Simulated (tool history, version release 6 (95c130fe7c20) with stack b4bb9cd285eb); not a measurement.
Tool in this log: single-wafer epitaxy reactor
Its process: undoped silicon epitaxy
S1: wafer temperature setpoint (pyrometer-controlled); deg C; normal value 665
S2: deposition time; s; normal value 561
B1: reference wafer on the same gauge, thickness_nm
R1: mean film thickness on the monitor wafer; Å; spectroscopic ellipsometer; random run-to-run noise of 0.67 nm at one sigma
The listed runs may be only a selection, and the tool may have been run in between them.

run,hour,S1,S2,B1,R1
1,0,665,641,124.996,1545
2,80.2,665,641,125.044,1530.04
3,121.4,669,561,124.987,1448.09
4,196.2,669,561,124.963,1460.18
5,256,665,561,125.024,1335.41
6,317,665,561,125.054,1349.11
7,417.1,665,561,124.988,1332.89
8,522.4,670,636,124.929,1672.65
9,559.3,670,636,125.022,1671.69
10,627.1,676,561,124.958,1644.15
11,706,665,561,124.956,1320.98
12,793.6,665,561,125.029,1318.06
13,844.4,665,561,124.949,1327.4
14,957.6,653,561,124.917,1038.3
15,995.7,653,561,125.1,1038.05
16,1056.6,676,617,125.035,1786.79
# hour 1144.4: pyrometer calibrated
17,1310.9,676,617,125.079,1900.17
# hour 1356.8: gauge calibrated
18,1419.5,665,561,124.929,1377.53
19,1527.1,665,561,125.091,1383.32
20,1615.6,670,636,124.836,1726.42
21,1656.5,678,472,125.067,1497.68
22,1793.5,671,451,124.826,1249.33
23,1836.2,676,639,125.032,1953.14
24,1879.9,673,612,125.056,1773.07
25,1937.2,665,523,125.031,1298.87
26,1999.2,665,656,124.911,1599.72
27,2081.3,674,516,125.124,1494.23
28,2136.8,665,561,125.077,1371.86
29,2189.6,665,641,124.93,1556.51
30,2261.2,665,561,125.016,1386.43
31,2326.3,673,603,124.944,1711.39
32,2430.4,676,617,125.035,1869.19
33,2471.4,674,509,124.986,1483.64
34,2512.6,670,523,125.041,1406.29
35,2565.2,665,561,125.032,1374.83
36,2644.7,677,561,125.039,1716.86

3 ways to go on from here, each from the tool as it stands after run 36. What would each give?
A,2645.3,665,561,?,?
B,2645.3,678,561,?,?
C,2645.3,661,634,?,?

run,B1,R1
A,124.929,1356.56
B,124.929,1749.51
C,124.929,1415.77
Had the tool no hidden state, the same runs would have come out as:
run,R1
A,1369.37
B,1765.6
C,1429.24

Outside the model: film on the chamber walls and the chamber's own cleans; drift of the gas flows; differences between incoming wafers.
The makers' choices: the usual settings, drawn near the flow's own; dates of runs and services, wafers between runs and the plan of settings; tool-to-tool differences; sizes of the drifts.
